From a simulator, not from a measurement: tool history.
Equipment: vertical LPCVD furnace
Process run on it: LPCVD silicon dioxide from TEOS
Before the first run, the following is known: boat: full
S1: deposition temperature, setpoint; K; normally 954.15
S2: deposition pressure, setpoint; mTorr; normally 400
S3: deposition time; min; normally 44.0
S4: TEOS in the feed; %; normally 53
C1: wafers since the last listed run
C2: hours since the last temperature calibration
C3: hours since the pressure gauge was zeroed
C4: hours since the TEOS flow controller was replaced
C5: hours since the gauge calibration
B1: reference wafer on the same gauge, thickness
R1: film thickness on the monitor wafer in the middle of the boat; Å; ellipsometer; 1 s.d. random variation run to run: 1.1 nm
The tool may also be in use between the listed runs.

run    hour      S1   S2    S3  S4    C1      C2      C3      C4      C5      B1      R1
  1     0.0  954.15  400  44.0  53     0  4426.8  3203.2   944.4  1062.2  215.79  2376.5
  2    32.5  954.15  400  44.0  53   618  4459.3  3235.7   976.9  1094.7  216.19  2411.0
  3   103.4  954.15  400  44.0  53  1349  4530.2  3306.6  1047.8  1165.6  216.18  2390.9
  4   167.3  954.15  400  44.0  53  1215  4594.1  3370.5  1111.7  1229.5  215.92  2391.1
  5   193.7  954.15  345  39.0  53   502  4620.5  3396.9  1138.1  1255.9  216.38  1969.3
  6   243.7  954.15  400  44.0  53   951  4670.5  3446.9  1188.1  1305.9  215.89  2415.1
  7   271.0  954.15  400  44.0  53   519  4697.8  3474.2  1215.4  1333.2  216.09  2435.0
  8   312.8  954.15  400  44.0  53   795  4739.6  3516.0  1257.2  1375.0  215.80  2412.2
      362.7  -- gauge calibrated
      372.7  -- thermocouples replaced and temperature profile calibrated
  9   379.1  954.15  400  44.0  53   804     6.4  3582.3  1323.5    16.4  215.53  2214.1
 10   436.4  954.15  400  44.0  53  1090    63.7  3639.6  1380.8    73.7  215.95  2205.2
 11   461.1  954.15  400  44.0  53   470    88.4  3664.3  1405.5    98.4  215.73  2223.2
 12   516.6  954.15  400  44.0  53  1056   143.9  3719.8  1461.0   153.9  216.03  2211.3
 13   550.4  958.15  400  44.0  53   643   177.7  3753.6  1494.8   187.7  216.02  2459.6
 14   605.7  954.15  300  44.0  53  1052   233.0  3808.9  1550.1   243.0  216.10  1920.8
 15   642.4  954.15  400  44.0  53   698   269.7  3845.6  1586.8   279.7  215.87  2210.4
 16   712.2  946.15  430  44.0  53  1328   339.5  3915.4  1656.6   349.5  216.01  1889.6
      800.2  -- TEOS flow controller replaced
 17   800.7  954.15  400  55.5  44  1227   428.0  4003.9     0.5   438.0  216.19  2564.2
      862.9  -- pressure gauge zeroed
 18   863.4  944.15  360  44.0  53   736   490.7     0.5    63.2   500.7  216.12  1640.4
 19   919.4  954.15  460  44.0  46  1065   546.7    56.5   119.2   556.7  215.92  2217.3
 20   962.1  947.15  400  28.0  53   812   589.4    99.2   161.9   599.4  216.22  1192.7
 21  1006.3  954.15  400  44.0  53   841   633.6   143.4   206.1   643.6  215.79  2210.2
 22  1045.1  954.15  435  44.0  53   738   672.4   182.2   244.9   682.4  216.02  2311.5
 23  1091.0  965.15  470  56.5  48   873   718.3   228.1   290.8   728.3  216.02  3851.1
 24  1144.8  954.15  485  44.0  56  1023   772.1   281.9   344.6   782.1  216.02  2518.8
 25  1208.0  962.15  470  60.5  58  1202   835.3   345.1   407.8   845.3  216.08  4195.6

Hidden condition of the tool, last listed run before each entry between runs versus first listed run after:
From run 8 to run 9: gauge calibrated (hour 362.7); thermocouples replaced and temperature profile calibrated (hour 372.7)
  true tube temperature minus thermocouple reading, K: 4.05 -> 0.358
  measured less the result without the state, R1: +224.3 -> +19.1 Å
From run 16 to run 17: TEOS flow controller replaced (hour 800.2)
  true tube temperature minus thermocouple reading, K: 0.379 -> 0.391
  measured less the result without the state, R1: +17.6 -> +24.1 Å
From run 17 to run 18: pressure gauge zeroed (hour 862.9)
  true tube temperature minus thermocouple reading, K: 0.391 -> 0.401
  measured less the result without the state, R1: +24.1 -> +16.2 Å

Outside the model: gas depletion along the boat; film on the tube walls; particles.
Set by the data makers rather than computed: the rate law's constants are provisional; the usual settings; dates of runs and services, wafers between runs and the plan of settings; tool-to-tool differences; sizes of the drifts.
